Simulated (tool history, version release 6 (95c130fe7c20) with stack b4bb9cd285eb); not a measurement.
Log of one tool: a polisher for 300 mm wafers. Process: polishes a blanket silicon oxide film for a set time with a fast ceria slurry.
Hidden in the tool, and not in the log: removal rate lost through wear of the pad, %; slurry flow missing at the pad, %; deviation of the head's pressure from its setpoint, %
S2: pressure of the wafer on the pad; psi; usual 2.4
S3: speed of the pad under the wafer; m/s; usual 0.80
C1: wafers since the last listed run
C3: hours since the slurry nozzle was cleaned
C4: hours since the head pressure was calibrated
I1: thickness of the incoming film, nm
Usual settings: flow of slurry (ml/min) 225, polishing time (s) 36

run 1 hour=0.0 | flow_of_slurry_(ml/min)=225 S2=2.4 S3=0.80 polishing_time_(s)=42 | C1=0 wafers_polished_on_this_pad=4304 C3=96.3 C4=1440.5 | I1=3290.9 | film_removed_(Å)=4482
run 2 hour=47.6 | flow_of_slurry_(ml/min)=225 S2=2.4 S3=0.80 polishing_time_(s)=36 | C1=583 wafers_polished_on_this_pad=4887 C3=143.9 C4=1488.1 | I1=3262.2 | film_removed_(Å)=3872
-- hour=58.8 head pressure recalibrated
-- hour=69.8 worn pad replaced by a new one
run 3 hour=118.1 | flow_of_slurry_(ml/min)=225 S2=2.4 S3=0.80 polishing_time_(s)=36 | C1=790 wafers_polished_on_this_pad=592 C3=214.4 C4=59.3 | I1=3245.9 | film_removed_(Å)=3982
run 4 hour=166.1 | flow_of_slurry_(ml/min)=225 S2=2.4 S3=0.90 polishing_time_(s)=36 | C1=588 wafers_polished_on_this_pad=1180 C3=262.4 C4=107.3 | I1=3294.7 | film_removed_(Å)=4442
run 5 hour=267.8 | flow_of_slurry_(ml/min)=225 S2=2.4 S3=0.90 polishing_time_(s)=36 | C1=1245 wafers_polished_on_this_pad=2425 C3=364.1 C4=209.0 | I1=3251.3 | film_removed_(Å)=4379
run 6 hour=304.9 | flow_of_slurry_(ml/min)=225 S2=2.4 S3=0.90 polishing_time_(s)=36 | C1=454 wafers_polished_on_this_pad=2880 C3=401.2 C4=246.1 | I1=3320.8 | film_removed_(Å)=4442
run 7 hour=406.3 | flow_of_slurry_(ml/min)=225 S2=2.2 S3=0.80 polishing_time_(s)=36 | C1=1242 wafers_polished_on_this_pad=4122 C3=502.6 C4=347.5 | I1=3212.9 | film_removed_(Å)=3648
run 8 hour=475.1 | flow_of_slurry_(ml/min)=225 S2=2.4 S3=0.80 polishing_time_(s)=36 | C1=842 wafers_polished_on_this_pad=4965 C3=571.4 C4=416.3 | I1=3264.0 | film_removed_(Å)=3935
-- hour=505.3 worn pad replaced by a new one
-- hour=702.4 slurry nozzle cleaned
run 9 hour=757.1 | flow_of_slurry_(ml/min)=225 S2=2.4 S3=0.80 polishing_time_(s)=36 | C1=3393 wafers_polished_on_this_pad=3072 C3=54.7 C4=698.3 | I1=3295.2 | film_removed_(Å)=3948
run 10 hour=848.0 | flow_of_slurry_(ml/min)=225 S2=2.4 S3=0.94 polishing_time_(s)=36 | C1=1113 wafers_polished_on_this_pad=4186 C3=145.6 C4=789.2 | I1=3262.7 | film_removed_(Å)=4549
-- hour=874.3 worn pad replaced by a new one
run 11 hour=916.9 | flow_of_slurry_(ml/min)=225 S2=2.4 S3=0.94 polishing_time_(s)=36 | C1=795 wafers_polished_on_this_pad=521 C3=214.5 C4=858.1 | I1=3286.0 | film_removed_(Å)=4593
run 12 hour=1014.4 | flow_of_slurry_(ml/min)=225 S2=2.4 S3=0.94 polishing_time_(s)=36 | C1=1194 wafers_polished_on_this_pad=1715 C3=312.0 C4=955.6 | I1=3281.7 | film_removed_(Å)=4605
run 13 hour=1054.3 | flow_of_slurry_(ml/min)=225 S2=2.4 S3=0.94 polishing_time_(s)=42 | C1=488 wafers_polished_on_this_pad=2204 C3=351.9 C4=995.5 | I1=3272.6 | film_removed_(Å)=5412
run 14 hour=1103.3 | flow_of_slurry_(ml/min)=225 S2=2.4 S3=0.94 polishing_time_(s)=42 | C1=600 wafers_polished_on_this_pad=2804 C3=400.9 C4=1044.5 | I1=3288.8 | film_removed_(Å)=5368
run 15 hour=1186.3 | flow_of_slurry_(ml/min)=255 S2=2.8 S3=0.56 polishing_time_(s)=49 | C1=1016 wafers_polished_on_this_pad=3821 C3=483.9 C4=1127.5 | I1=3270.9 | film_removed_(Å)=4192
run 16 hour=1276.3 | flow_of_slurry_(ml/min)=225 S2=2.4 S3=0.80 polishing_time_(s)=36 | C1=1102 wafers_polished_on_this_pad=4924 C3=573.9 C4=1217.5 | I1=3217.4 | film_removed_(Å)=3930
run 17 hour=1353.9 | flow_of_slurry_(ml/min)=180 S2=1.8 S3=0.80 polishing_time_(s)=42 | C1=950 wafers_polished_on_this_pad=5874 C3=651.5 C4=1295.1 | I1=3232.3 | film_removed_(Å)=3548
-- hour=1358.4 worn pad replaced by a new one
run 18 hour=1426.1 | flow_of_slurry_(ml/min)=225 S2=2.4 S3=0.80 polishing_time_(s)=36 | C1=835 wafers_polished_on_this_pad=828 C3=723.7 C4=1367.3 | I1=3296.7 | film_removed_(Å)=3865
-- hour=1441.6 slurry nozzle cleaned
-- hour=1497.9 head pressure recalibrated
run 19 hour=1532.0 | flow_of_slurry_(ml/min)=225 S2=2.2 S3=0.98 polishing_time_(s)=36 | C1=1260 wafers_polished_on_this_pad=2089 C3=90.4 C4=34.1 | I1=3265.7 | film_removed_(Å)=4432
run 20 hour=1593.5 | flow_of_slurry_(ml/min)=225 S2=3.0 S3=0.80 polishing_time_(s)=36 | C1=753 wafers_polished_on_this_pad=2842 C3=151.9 C4=95.6 | I1=3251.3 | film_removed_(Å)=4627
run 21 hour=1634.3 | flow_of_slurry_(ml/min)=245 S2=2.4 S3=0.80 polishing_time_(s)=43 | C1=499 wafers_polished_on_this_pad=3342 C3=192.7 C4=136.4 | I1=3340.4 | film_removed_(Å)=4634
run 22 hour=1705.5 | flow_of_slurry_(ml/min)=195 S2=2.4 S3=0.80 polishing_time_(s)=36 | C1=872 wafers_polished_on_this_pad=4214 C3=263.9 C4=207.6 | I1=3206.4 | film_removed_(Å)=3892
run 23 hour=1793.7 | flow_of_slurry_(ml/min)=225 S2=2.4 S3=0.80 polishing_time_(s)=36 | C1=1080 wafers_polished_on_this_pad=5295 C3=352.1 C4=295.8 | I1=3257.3 | film_removed_(Å)=3897
-- hour=1823.0 worn pad replaced by a new one
run 24 hour=1835.6 | flow_of_slurry_(ml/min)=190 S2=2.8 S3=0.92 polishing_time_(s)=49 | C1=464 wafers_polished_on_this_pad=153 C3=394.0 C4=337.7 | I1=3339.4 | film_removed_(Å)=6942
run 25 hour=1924.3 | flow_of_slurry_(ml/min)=265 S2=2.0 S3=0.60 polishing_time_(s)=32 | C1=1086 wafers_polished_on_this_pad=1240 C3=482.7 C4=426.4 | I1=3221.3 | film_removed_(Å)=2267
run 26 hour=2013.5 | flow_of_slurry_(ml/min)=225 S2=2.4 S3=0.80 polishing_time_(s)=29 | C1=1092 wafers_polished_on_this_pad=2333 C3=571.9 C4=515.6 | I1=3288.5 | film_removed_(Å)=3177
run 27 hour=2087.5 | flow_of_slurry_(ml/min)=225 S2=2.8 S3=0.80 polishing_time_(s)=36 | C1=906 wafers_polished_on_this_pad=3239 C3=645.9 C4=589.6 | I1=3299.9 | film_removed_(Å)=4472
-- hour=2123.1 slurry nozzle cleaned
run 28 hour=2133.2 | flow_of_slurry_(ml/min)=225 S2=2.4 S3=1.08 polishing_time_(s)=36 | C1=547 wafers_polished_on_this_pad=3787 C3=10.1 C4=635.3 | I1=3249.6 | film_removed_(Å)=5340

3 ways to go on from here, each from the tool as it stands after run 28. What would each give?
run A hour=2133.6 | flow_of_slurry_(ml/min)=275 S2=2.4 S3=0.80 polishing_time_(s)=36 | C1=4 wafers_polished_on_this_pad=3792 C3=10.5 C4=635.7 | I1=3288.4 | film_removed_(Å)=?
run B hour=2133.6 | flow_of_slurry_(ml/min)=195 S2=2.4 S3=0.72 polishing_time_(s)=41 | C1=4 wafers_polished_on_this_pad=3792 C3=10.5 C4=635.7 | I1=3288.4 | film_removed_(Å)=?
run C hour=2133.6 | flow_of_slurry_(ml/min)=225 S2=2.1 S3=0.80 polishing_time_(s)=36 | C1=4 wafers_polished_on_this_pad=3792 C3=10.5 C4=635.7 | I1=3288.4 | film_removed_(Å)=?

run=A film_removed_(Å)=4022
run=B film_removed_(Å)=4024
run=C film_removed_(Å)=3578
Without the tool's hidden state the same runs would have given:
run=A film_removed_(Å)=4022
run=B film_removed_(Å)=4024
run=C film_removed_(Å)=3578
